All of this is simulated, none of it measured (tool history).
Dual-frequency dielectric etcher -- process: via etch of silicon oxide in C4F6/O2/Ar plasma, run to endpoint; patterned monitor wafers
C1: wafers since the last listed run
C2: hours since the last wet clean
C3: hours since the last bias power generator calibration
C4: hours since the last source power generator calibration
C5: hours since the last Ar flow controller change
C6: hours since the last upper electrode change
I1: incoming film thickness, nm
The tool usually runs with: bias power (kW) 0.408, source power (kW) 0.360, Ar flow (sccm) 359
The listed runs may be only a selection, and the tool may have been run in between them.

run 1 hour=0.0 | bias_power_(kW)=0.474 source_power_(kW)=0.360 Ar_flow_(sccm)=359 | C1=0 C2=330.3 C3=2158.5 C4=2019.8 C5=3296.1 C6=2078.0 | I1=90.0 | endpoint_time_(s)=21.1
run 2 hour=60.4 | bias_power_(kW)=0.474 source_power_(kW)=0.360 Ar_flow_(sccm)=359 | C1=658 C2=390.7 C3=2218.9 C4=2080.2 C5=3356.5 C6=2138.4 | I1=90.7 | endpoint_time_(s)=21.3
-- hour=147.3 wet clean of the chamber
run 3 hour=156.2 | bias_power_(kW)=0.474 source_power_(kW)=0.360 Ar_flow_(sccm)=359 | C1=782 C2=8.9 C3=2314.7 C4=2176.0 C5=3452.3 C6=2234.2 | I1=90.3 | endpoint_time_(s)=20.2
run 4 hour=200.3 | bias_power_(kW)=0.408 source_power_(kW)=0.360 Ar_flow_(sccm)=359 | C1=480 C2=53.0 C3=2358.8 C4=2220.1 C5=3496.4 C6=2278.3 | I1=89.9 | endpoint_time_(s)=20.9
run 5 hour=306.1 | bias_power_(kW)=0.408 source_power_(kW)=0.360 Ar_flow_(sccm)=341 | C1=1152 C2=158.8 C3=2464.6 C4=2325.9 C5=3602.2 C6=2384.1 | I1=90.6 | endpoint_time_(s)=21.1
run 6 hour=351.4 | bias_power_(kW)=0.408 source_power_(kW)=0.360 Ar_flow_(sccm)=341 | C1=493 C2=204.1 C3=2509.9 C4=2371.2 C5=3647.5 C6=2429.4 | I1=90.6 | endpoint_time_(s)=21.0
run 7 hour=391.4 | bias_power_(kW)=0.408 source_power_(kW)=0.360 Ar_flow_(sccm)=341 | C1=435 C2=244.1 C3=2549.9 C4=2411.2 C5=3687.5 C6=2469.4 | I1=89.6 | endpoint_time_(s)=20.8
run 8 hour=464.0 | bias_power_(kW)=0.453 source_power_(kW)=0.360 Ar_flow_(sccm)=359 | C1=791 C2=316.7 C3=2622.5 C4=2483.8 C5=3760.1 C6=2542.0 | I1=89.5 | endpoint_time_(s)=20.5
-- hour=506.4 upper electrode replaced
run 9 hour=550.2 | bias_power_(kW)=0.408 source_power_(kW)=0.360 Ar_flow_(sccm)=359 | C1=677 C2=402.9 C3=2708.7 C4=2570.0 C5=3846.3 C6=43.8 | I1=90.4 | endpoint_time_(s)=21.5
run 10 hour=619.3 | bias_power_(kW)=0.408 source_power_(kW)=0.360 Ar_flow_(sccm)=359 | C1=752 C2=472.0 C3=2777.8 C4=2639.1 C5=3915.4 C6=112.9 | I1=89.9 | endpoint_time_(s)=21.2
-- hour=677.2 wet clean of the chamber
run 11 hour=677.7 | bias_power_(kW)=0.408 source_power_(kW)=0.360 Ar_flow_(sccm)=359 | C1=374 C2=0.5 C3=2836.2 C4=2697.5 C5=3973.8 C6=171.3 | I1=89.5 | endpoint_time_(s)=20.8
run 12 hour=759.6 | bias_power_(kW)=0.328 source_power_(kW)=0.400 Ar_flow_(sccm)=359 | C1=892 C2=82.4 C3=2918.1 C4=2779.4 C5=4055.7 C6=253.2 | I1=90.1 | endpoint_time_(s)=21.5
run 13 hour=879.8 | bias_power_(kW)=0.408 source_power_(kW)=0.300 Ar_flow_(sccm)=359 | C1=1309 C2=202.6 C3=3038.3 C4=2899.6 C5=4175.9 C6=373.4 | I1=90.1 | endpoint_time_(s)=22.3
run 14 hour=975.5 | bias_power_(kW)=0.351 source_power_(kW)=0.290 Ar_flow_(sccm)=359 | C1=1042 C2=298.3 C3=3134.0 C4=2995.3 C5=4271.6 C6=469.1 | I1=90.7 | endpoint_time_(s)=23.3
run 15 hour=1066.8 | bias_power_(kW)=0.485 source_power_(kW)=0.360 Ar_flow_(sccm)=286 | C1=994 C2=389.6 C3=3225.3 C4=3086.6 C5=4362.9 C6=560.4 | I1=90.2 | endpoint_time_(s)=20.6
run 16 hour=1142.1 | bias_power_(kW)=0.495 source_power_(kW)=0.300 Ar_flow_(sccm)=275 | C1=820 C2=464.9 C3=3300.6 C4=3161.9 C5=4438.2 C6=635.7 | I1=89.7 | endpoint_time_(s)=21.4
-- hour=1156.7 Ar flow controller replaced
-- hour=1187.6 bias power generator calibrated
-- hour=1219.6 wet clean of the chamber
run 17 hour=1238.0 | bias_power_(kW)=0.367 source_power_(kW)=0.390 Ar_flow_(sccm)=417 | C1=674 C2=18.4 C3=50.4 C4=3257.8 C5=81.3 C6=731.6 | I1=90.5 | endpoint_time_(s)=21.4
run 18 hour=1283.2 | bias_power_(kW)=0.369 source_power_(kW)=0.420 Ar_flow_(sccm)=302 | C1=492 C2=63.6 C3=95.6 C4=3303.0 C5=126.5 C6=776.8 | I1=89.3 | endpoint_time_(s)=19.9
-- hour=1369.9 source power generator calibrated
run 19 hour=1372.6 | bias_power_(kW)=0.354 source_power_(kW)=0.360 Ar_flow_(sccm)=304 | C1=930 C2=153.0 C3=185.0 C4=2.7 C5=215.9 C6=866.2 | I1=89.6 | endpoint_time_(s)=21.2
run 20 hour=1447.7 | bias_power_(kW)=0.504 source_power_(kW)=0.440 Ar_flow_(sccm)=279 | C1=818 C2=228.1 C3=260.1 C4=77.8 C5=291.0 C6=941.3 | I1=90.4 | endpoint_time_(s)=18.8
run 21 hour=1487.7 | bias_power_(kW)=0.361 source_power_(kW)=0.300 Ar_flow_(sccm)=433 | C1=435 C2=268.1 C3=300.1 C4=117.8 C5=331.0 C6=981.3 | I1=88.8 | endpoint_time_(s)=23.1
run 22 hour=1582.9 | bias_power_(kW)=0.408 source_power_(kW)=0.360 Ar_flow_(sccm)=359 | C1=1037 C2=363.3 C3=395.3 C4=213.0 C5=426.2 C6=1076.5 | I1=91.0 | endpoint_time_(s)=21.6
run 23 hour=1675.7 | bias_power_(kW)=0.408 source_power_(kW)=0.360 Ar_flow_(sccm)=359 | C1=1011 C2=456.1 C3=488.1 C4=305.8 C5=519.0 C6=1169.3 | I1=90.6 | endpoint_time_(s)=21.7
run 24 hour=1747.2 | bias_power_(kW)=0.408 source_power_(kW)=0.360 Ar_flow_(sccm)=382 | C1=779 C2=527.6 C3=559.6 C4=377.3 C5=590.5 C6=1240.8 | I1=90.3 | endpoint_time_(s)=22.0
-- hour=1778.3 wet clean of the chamber
run 25 hour=1807.3 | bias_power_(kW)=0.497 source_power_(kW)=0.450 Ar_flow_(sccm)=359 | C1=393 C2=29.0 C3=619.7 C4=437.4 C5=650.6 C6=1300.9 | I1=91.3 | endpoint_time_(s)=19.1
run 26 hour=1862.6 | bias_power_(kW)=0.408 source_power_(kW)=0.290 Ar_flow_(sccm)=418 | C1=602 C2=84.3 C3=675.0 C4=492.7 C5=705.9 C6=1356.2 | I1=90.5 | endpoint_time_(s)=22.8
run 27 hour=1941.5 | bias_power_(kW)=0.408 source_power_(kW)=0.360 Ar_flow_(sccm)=382 | C1=859 C2=163.2 C3=753.9 C4=571.6 C5=784.8 C6=1435.1 | I1=89.5 | endpoint_time_(s)=21.1
run 28 hour=2024.6 | bias_power_(kW)=0.408 source_power_(kW)=0.310 Ar_flow_(sccm)=359 | C1=905 C2=246.3 C3=837.0 C4=654.7 C5=867.9 C6=1518.2 | I1=90.0 | endpoint_time_(s)=22.0
run 29 hour=2091.7 | bias_power_(kW)=0.408 source_power_(kW)=0.360 Ar_flow_(sccm)=359 | C1=731 C2=313.4 C3=904.1 C4=721.8 C5=935.0 C6=1585.3 | I1=89.2 | endpoint_time_(s)=20.9

Alternative continuations, all from the tool just after run 29; predict every row:
run A hour=2092.1 | bias_power_(kW)=0.408 source_power_(kW)=0.360 Ar_flow_(sccm)=336 | C1=4 C2=313.8 C3=904.5 C4=722.2 C5=935.4 C6=1585.7 | I1=89.9 | endpoint_time_(s)=?
run B hour=2092.1 | bias_power_(kW)=0.504 source_power_(kW)=0.360 Ar_flow_(sccm)=298 | C1=4 C2=313.8 C3=904.5 C4=722.2 C5=935.4 C6=1585.7 | I1=89.9 | endpoint_time_(s)=?
run C hour=2092.1 | bias_power_(kW)=0.351 source_power_(kW)=0.440 Ar_flow_(sccm)=384 | C1=4 C2=313.8 C3=904.5 C4=722.2 C5=935.4 C6=1585.7 | I1=89.9 | endpoint_time_(s)=?
run D hour=2092.1 | bias_power_(kW)=0.408 source_power_(kW)=0.400 Ar_flow_(sccm)=359 | C1=4 C2=313.8 C3=904.5 C4=722.2 C5=935.4 C6=1585.7 | I1=89.9 | endpoint_time_(s)=?

run=A endpoint_time_(s)=21.1
run=B endpoint_time_(s)=20.0
run=C endpoint_time_(s)=20.8
run=D endpoint_time_(s)=20.7
The same runs, with their run-to-run variation unchanged, on a tool lacking any hidden condition would have given:
run=A endpoint_time_(s)=20.6
run=B endpoint_time_(s)=19.5
run=C endpoint_time_(s)=20.3
run=D endpoint_time_(s)=20.1

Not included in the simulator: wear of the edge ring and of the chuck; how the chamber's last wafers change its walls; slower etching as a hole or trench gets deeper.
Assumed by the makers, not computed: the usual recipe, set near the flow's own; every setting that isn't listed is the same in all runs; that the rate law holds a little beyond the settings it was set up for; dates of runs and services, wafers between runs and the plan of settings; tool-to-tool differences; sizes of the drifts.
